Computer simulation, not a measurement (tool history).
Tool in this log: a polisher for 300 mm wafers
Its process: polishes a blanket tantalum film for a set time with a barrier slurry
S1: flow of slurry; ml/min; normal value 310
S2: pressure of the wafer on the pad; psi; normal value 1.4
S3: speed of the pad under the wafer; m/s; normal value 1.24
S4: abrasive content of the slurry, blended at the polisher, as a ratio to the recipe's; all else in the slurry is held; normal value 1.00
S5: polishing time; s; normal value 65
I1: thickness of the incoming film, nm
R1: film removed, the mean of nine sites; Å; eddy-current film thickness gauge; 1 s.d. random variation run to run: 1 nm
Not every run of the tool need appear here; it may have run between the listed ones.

run 1 hour=0.0 | S1=230 S2=1.4 S3=1.52 S4=1.00 S5=65 | I1=282.3 | R1=1174
-- hour=26.8 worn pad replaced by a new one
run 2 hour=33.3 | S1=230 S2=1.4 S3=1.52 S4=1.00 S5=65 | I1=282.5 | R1=1232
run 3 hour=65.7 | S1=310 S2=1.4 S3=1.24 S4=1.00 S5=65 | I1=274.5 | R1=999
-- hour=84.7 worn pad replaced by a new one
run 4 hour=88.7 | S1=335 S2=1.4 S3=1.24 S4=1.00 S5=65 | I1=278.0 | R1=1051
run 5 hour=104.1 | S1=335 S2=1.4 S3=1.24 S4=1.00 S5=65 | I1=279.4 | R1=1047
-- hour=125.5 slurry nozzle cleaned
run 6 hour=129.3 | S1=310 S2=1.4 S3=1.24 S4=1.00 S5=65 | I1=280.1 | R1=995
-- hour=133.5 head pressure recalibrated
-- hour=143.6 worn pad replaced by a new one
run 7 hour=144.1 | S1=310 S2=1.4 S3=1.24 S4=1.25 S5=65 | I1=281.1 | R1=1128
run 8 hour=161.0 | S1=310 S2=1.4 S3=1.24 S4=0.85 S5=65 | I1=278.0 | R1=950
-- hour=170.9 slurry blender recalibrated
run 9 hour=192.4 | S1=395 S2=1.7 S3=1.42 S4=1.25 S5=65 | I1=283.0 | R1=1429
run 10 hour=205.1 | S1=310 S2=1.4 S3=1.24 S4=1.00 S5=65 | I1=280.3 | R1=968
-- hour=210.8 worn pad replaced by a new one
run 11 hour=235.5 | S1=310 S2=1.5 S3=1.38 S4=1.00 S5=65 | I1=281.6 | R1=1221
-- hour=268.1 worn pad replaced by a new one
run 12 hour=281.3 | S1=310 S2=1.4 S3=1.24 S4=1.00 S5=46 | I1=282.9 | R1=730
run 13 hour=293.7 | S1=310 S2=1.4 S3=1.24 S4=1.00 S5=65 | I1=282.5 | R1=1018
run 14 hour=321.2 | S1=310 S2=1.2 S3=1.40 S4=0.90 S5=65 | I1=279.6 | R1=943

Predict each of these 3 candidate next runs independently; none follows another, all start after run 14:
run A hour=321.6 | S1=310 S2=1.4 S3=1.24 S4=1.00 S5=65 | I1=283.9 | R1=?
run B hour=321.6 | S1=310 S2=1.4 S3=1.48 S4=1.20 S5=65 | I1=283.9 | R1=?
run C hour=321.6 | S1=235 S2=1.4 S3=0.90 S4=1.20 S5=65 | I1=283.9 | R1=?

run=A R1=968
run=B R1=1231
run=C R1=728
Had the tool no hidden state, the same runs would have come out as:
run=A R1=1046
run=B R1=1331
run=C R1=787
